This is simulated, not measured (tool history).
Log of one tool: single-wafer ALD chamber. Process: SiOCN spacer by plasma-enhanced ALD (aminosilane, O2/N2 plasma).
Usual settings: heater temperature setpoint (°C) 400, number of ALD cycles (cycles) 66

run,day,heater temperature setpoint (°C),number of ALD cycles (cycles),wafers since the last listed run,hours since the last thermocouple change,hours since the gauge calibration,"read-back reference wafer on the same gauge, thickness_nm",mean film thickness on the monitor wafer (nm)
1,0.000,393,73,0,1470.6,218.7,3.825,4.511
2,0.808,409,66,104,1490.0,238.1,3.822,3.955
3,1.575,409,66,98,1508.4,256.5,3.817,3.968
4,2.833,409,66,162,1538.6,286.7,3.810,3.959
5,3.904,392,74,138,1564.3,312.4,3.808,4.540
6,6.758,392,74,368,1632.8,380.9,3.799,4.545
7,7.646,400,66,114,1654.1,402.2,3.797,4.056
8,9.079,400,66,184,1688.5,436.6,3.802,4.052
9,9.912,400,66,107,1708.5,456.6,3.800,4.048
10,11.262,400,57,174,1740.9,489.0,3.795,3.504
11,12.671,400,57,181,1774.7,522.8,3.792,3.499
# day 13.092: thermocouple changed; heater temperature recalibrated
12,13.758,411,66,97,16.0,548.9,3.788,3.919
13,14.546,400,66,101,34.9,567.8,3.792,4.047
14,15.829,400,66,165,65.7,598.6,3.786,4.020
15,18.517,400,56,346,130.2,663.1,3.788,3.411
16,19.046,387,57,68,142.9,675.8,3.790,3.469
17,20.121,406,66,138,168.7,701.6,3.790,3.953
18,21.329,400,66,155,197.7,730.6,3.787,4.021
# day 22.117: gauge calibrated
19,22.379,409,79,135,222.9,6.3,3.875,4.823
20,23.733,412,70,174,255.4,38.8,3.867,4.218
21,24.500,392,74,98,273.8,57.2,3.860,4.627
22,25.717,400,72,157,303.0,86.4,3.853,4.480
23,27.192,400,57,190,338.4,121.8,3.840,3.541
24,28.496,411,54,168,369.7,153.1,3.831,3.256
25,29.217,400,66,93,387.0,170.4,3.833,4.071
26,30.279,400,66,137,412.5,195.9,3.827,4.068
27,30.908,396,76,81,427.6,211.0,3.825,4.688
28,31.821,400,62,117,449.5,232.9,3.814,3.820
29,32.679,408,73,110,470.1,253.5,3.818,4.391
30,33.638,415,70,123,493.1,276.5,3.817,4.137
31,34.821,400,66,152,521.5,304.9,3.809,4.049

3 ways to go on from here, each from the tool as it stands after run 31. What would each give?
A,34.842,400,66,2,522.0,305.4,?,?
B,34.842,407,56,2,522.0,305.4,?,?
C,34.842,408,75,2,522.0,305.4,?,?

run,"read-back reference wafer on the same gauge, thickness_nm",mean film thickness on the monitor wafer (nm)
A,3.808,4.048
B,3.808,3.371
C,3.808,4.503
Without the tool's hidden state the same runs would have given:
run,mean film thickness on the monitor wafer (nm)
A,4.123
B,3.433
C,4.586

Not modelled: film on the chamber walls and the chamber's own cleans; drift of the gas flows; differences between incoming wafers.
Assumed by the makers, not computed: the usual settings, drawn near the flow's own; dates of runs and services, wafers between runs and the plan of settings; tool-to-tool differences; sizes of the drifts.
